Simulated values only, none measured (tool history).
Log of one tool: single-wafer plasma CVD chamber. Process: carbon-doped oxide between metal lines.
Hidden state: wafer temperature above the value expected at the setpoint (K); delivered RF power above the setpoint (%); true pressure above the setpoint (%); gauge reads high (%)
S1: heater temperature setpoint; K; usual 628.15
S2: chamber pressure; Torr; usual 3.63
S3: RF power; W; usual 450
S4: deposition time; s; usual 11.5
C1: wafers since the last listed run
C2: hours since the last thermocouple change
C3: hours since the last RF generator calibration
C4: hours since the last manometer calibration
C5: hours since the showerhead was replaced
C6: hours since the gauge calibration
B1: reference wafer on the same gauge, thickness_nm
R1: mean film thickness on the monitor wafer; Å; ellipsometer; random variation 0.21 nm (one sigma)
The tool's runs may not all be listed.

| run | day | S1 | S2 | S3 | S4 | C1 | C2 | C3 | C4 | C5 | C6 | B1 | R1 |
|---|---|---|---|---|---|---|---|---|---|---|---|---|---|
| 1 | 0.000 | 628.15 | 3.63 | 450 | 13.1 | 0 | 3018.2 | 724.2 | 2583.9 | 6531.8 | 108.2 | 46.305 | 576.37 |
| 2 | 0.862 | 628.15 | 3.63 | 450 | 13.1 | 559 | 3038.9 | 744.9 | 2604.6 | 6552.5 | 128.9 | 46.304 | 574.35 |
| 3 | 2.288 | 628.15 | 3.63 | 450 | 11.5 | 924 | 3073.1 | 779.1 | 2638.8 | 6586.7 | 163.1 | 46.328 | 503.73 |
| 4 | 3.025 | 628.15 | 3.63 | 450 | 11.5 | 478 | 3090.8 | 796.8 | 2656.5 | 6604.4 | 180.8 | 46.340 | 502.32 |
| 5 | 3.842 | 628.15 | 3.63 | 450 | 11.5 | 529 | 3110.4 | 816.4 | 2676.1 | 6624.0 | 200.4 | 46.264 | 503.72 |
| 6 | 4.558 | 628.15 | 3.99 | 470 | 11.5 | 464 | 3127.6 | 833.6 | 2693.3 | 6641.2 | 217.6 | 46.300 | 521.72 |
| 7 | 5.679 | 628.15 | 3.99 | 470 | 11.5 | 726 | 3154.5 | 860.5 | 2720.2 | 6668.1 | 244.5 | 46.300 | 521.33 |
| 8 | 6.433 | 628.15 | 3.63 | 450 | 11.5 | 489 | 3172.6 | 878.6 | 2738.3 | 6686.2 | 262.6 | 46.393 | 502.59 |
| 9 | 7.450 | 628.15 | 3.63 | 520 | 11.5 | 659 | 3197.0 | 903.0 | 2762.7 | 6710.6 | 287.0 | 46.216 | 538.25 |
| 10 | 7.983 | 638.15 | 3.63 | 450 | 11.5 | 345 | 3209.8 | 915.8 | 2775.5 | 6723.4 | 299.8 | 46.224 | 488.44 |
|  | 11.633 | thermocouple changed; heater temperature recalibrated |
|  | 12.092 | capacitance manometer re-zeroed and calibrated |
| 11 | 12.242 | 638.15 | 3.63 | 450 | 11.5 | 2329 | 14.6 | 1018.0 | 3.6 | 6825.6 | 402.0 | 46.270 | 487.62 |
| 12 | 12.838 | 638.15 | 3.63 | 450 | 11.5 | 386 | 28.9 | 1032.3 | 17.9 | 6839.9 | 416.3 | 46.321 | 488.47 |
|  | 14.296 | RF generator calibrated |
| 13 | 14.312 | 628.15 | 3.63 | 450 | 12.6 | 740 | 64.3 | 0.4 | 53.3 | 6875.3 | 451.7 | 46.349 | 535.37 |
| 14 | 15.329 | 628.15 | 3.63 | 450 | 12.6 | 659 | 88.7 | 24.8 | 77.7 | 6899.7 | 476.1 | 46.358 | 535.95 |
| 15 | 16.571 | 628.15 | 3.63 | 450 | 11.5 | 805 | 118.5 | 54.6 | 107.5 | 6929.5 | 505.9 | 46.219 | 486.15 |
| 16 | 17.279 | 628.15 | 3.63 | 450 | 11.5 | 459 | 135.5 | 71.6 | 124.5 | 6946.5 | 522.9 | 46.323 | 489.01 |
|  | 18.488 | RF generator calibrated, repeated, since the last time left the tool worse |
| 17 | 18.508 | 628.15 | 4.04 | 535 | 11.5 | 580 | 165.0 | 0.5 | 154.0 | 6976.0 | 552.4 | 46.299 | 569.38 |
| 18 | 18.862 | 628.15 | 3.63 | 380 | 11.5 | 229 | 173.5 | 9.0 | 162.5 | 6984.5 | 560.9 | 46.305 | 469.69 |
| 19 | 20.338 | 628.15 | 3.63 | 450 | 11.5 | 956 | 208.9 | 44.4 | 197.9 | 7019.9 | 596.3 | 46.285 | 515.96 |
|  | 21.821 | showerhead replaced |
| 20 | 21.842 | 628.15 | 3.63 | 450 | 11.5 | 759 | 245.0 | 80.5 | 234.0 | 0.5 | 632.4 | 46.305 | 513.92 |
| 21 | 22.912 | 628.15 | 3.63 | 370 | 11.5 | 694 | 270.7 | 106.2 | 259.7 | 26.2 | 658.1 | 46.293 | 467.13 |
| 22 | 23.921 | 616.15 | 3.93 | 535 | 10.9 | 653 | 294.9 | 130.4 | 283.9 | 50.4 | 682.3 | 46.299 | 553.72 |
|  | 24.904 | gauge calibrated |
| 23 | 25.062 | 628.15 | 3.63 | 450 | 11.5 | 740 | 322.3 | 157.8 | 311.3 | 77.8 | 3.8 | 46.295 | 509.29 |

The next listed run, before its measurement:
| 24 | 25.729 | 637.15 | 3.63 | 450 | 11.5 | 432 | 338.3 | 173.8 | 327.3 | 93.8 | 19.8 | ? | ? |

Run 24 gave B1 46.319, R1 498.22 Å.
Without the tool's hidden state the same run would have given R1 503.91 Å.
